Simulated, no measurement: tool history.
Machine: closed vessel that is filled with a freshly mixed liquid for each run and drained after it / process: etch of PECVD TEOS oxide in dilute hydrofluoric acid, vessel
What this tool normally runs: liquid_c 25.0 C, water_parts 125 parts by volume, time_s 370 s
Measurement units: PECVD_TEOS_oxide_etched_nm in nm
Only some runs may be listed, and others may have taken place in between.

| run | hour | liquid_c | water_parts | time_s | read-back film thickness of the PECVD TEOS oxide reference wafer, read on the same gauge (nm) | PECVD_TEOS_oxide_etched_nm |
|---|---|---|---|---|---|---|
| 1 | 0.0 | 25.0 | 125 | 285 | 50.00 | 49.71 |
| 2 | 65.0 | 25.0 | 125 | 370 | 50.00 | 64.28 |
| 3 | 100.6 | 25.0 | 125 | 370 | 50.03 | 65.71 |
| 4 | 171.8 | 21.5 | 125 | 370 | 49.98 | 56.51 |
| 5 | 217.1 | 21.5 | 125 | 370 | 49.99 | 57.83 |
|  | 233.1 | hydrofluoric acid flow meter replaced |
| 6 | 282.5 | 21.5 | 125 | 370 | 50.02 | 52.95 |
| 7 | 337.5 | 25.0 | 85 | 370 | 50.01 | 93.87 |
| 8 | 385.9 | 25.0 | 85 | 370 | 49.99 | 94.53 |
| 9 | 423.6 | 25.0 | 125 | 370 | 50.01 | 60.36 |
|  | 459.9 | gauge calibrated |
| 10 | 470.3 | 25.0 | 125 | 370 | 50.01 | 61.19 |
| 11 | 537.9 | 25.0 | 125 | 370 | 49.99 | 61.64 |
| 12 | 658.3 | 22.5 | 125 | 370 | 50.01 | 56.28 |
| 13 | 722.1 | 21.5 | 85 | 155 | 50.03 | 35.14 |
| 14 | 778.0 | 25.0 | 125 | 370 | 49.98 | 63.40 |
| 15 | 831.5 | 25.0 | 125 | 530 | 50.01 | 89.92 |
| 16 | 889.6 | 22.0 | 100 | 210 | 50.01 | 41.73 |
| 17 | 929.0 | 25.0 | 80 | 285 | 49.98 | 82.44 |
| 18 | 969.4 | 25.0 | 125 | 370 | 50.02 | 64.52 |
|  | 981.1 | thermometer replaced |
| 19 | 1020.3 | 25.0 | 125 | 370 | 50.04 | 64.03 |
| 20 | 1092.1 | 25.0 | 125 | 285 | 49.99 | 50.52 |
| 21 | 1214.3 | 29.5 | 100 | 580 | 49.98 | 156.89 |
| 22 | 1242.4 | 22.0 | 100 | 450 | 50.01 | 89.65 |
|  | 1254.6 | hydrofluoric acid flow meter replaced |
| 23 | 1300.9 | 25.0 | 125 | 370 | 49.99 | 59.62 |
| 24 | 1353.0 | 23.5 | 150 | 460 | 50.02 | 57.07 |
| 25 | 1389.4 | 22.5 | 90 | 370 | 50.00 | 79.35 |
| 26 | 1445.9 | 25.0 | 125 | 430 | 49.98 | 70.21 |
| 27 | 1477.2 | 25.0 | 125 | 370 | 50.03 | 60.59 |
| 28 | 1523.3 | 28.0 | 90 | 465 | 49.97 | 125.68 |
| 29 | 1573.3 | 25.0 | 125 | 370 | 50.00 | 61.92 |
| 30 | 1633.3 | 25.0 | 125 | 370 | 49.98 | 61.22 |
| 31 | 1692.3 | 21.0 | 150 | 370 | 50.00 | 42.56 |
| 32 | 1754.5 | 20.5 | 125 | 200 | 50.01 | 28.12 |

State the hidden condition of the tool at each of the runs:
liquid hotter than its thermometer reads (K): 0 on each run
gauge reads high (%): 0 on each run
H1: hydrofluoric acid flow above the setpoint (%)
| run | H1 |
|---|---|
| 1 | 7.69 |
| 2 | 8.14 |
| 3 | 8.39 |
| 4 | 8.88 |
| 5 | 9.19 |
| 6 | 1.7 |
| 7 | 2.08 |
| 8 | 2.42 |
| 9 | 2.68 |
| 10 | 3 |
| 11 | 3.47 |
| 12 | 4.3 |
| 13 | 4.74 |
| 14 | 5.12 |
| 15 | 5.49 |
| 16 | 5.89 |
| 17 | 6.17 |
| 18 | 6.44 |
| 19 | 6.8 |
| 20 | 7.29 |
| 21 | 8.13 |
| 22 | 8.33 |
| 23 | 0.433 |
| 24 | 0.792 |
| 25 | 1.04 |
| 26 | 1.43 |
| 27 | 1.65 |
| 28 | 1.97 |
| 29 | 2.31 |
| 30 | 2.73 |
| 31 | 3.13 |
| 32 | 3.56 |

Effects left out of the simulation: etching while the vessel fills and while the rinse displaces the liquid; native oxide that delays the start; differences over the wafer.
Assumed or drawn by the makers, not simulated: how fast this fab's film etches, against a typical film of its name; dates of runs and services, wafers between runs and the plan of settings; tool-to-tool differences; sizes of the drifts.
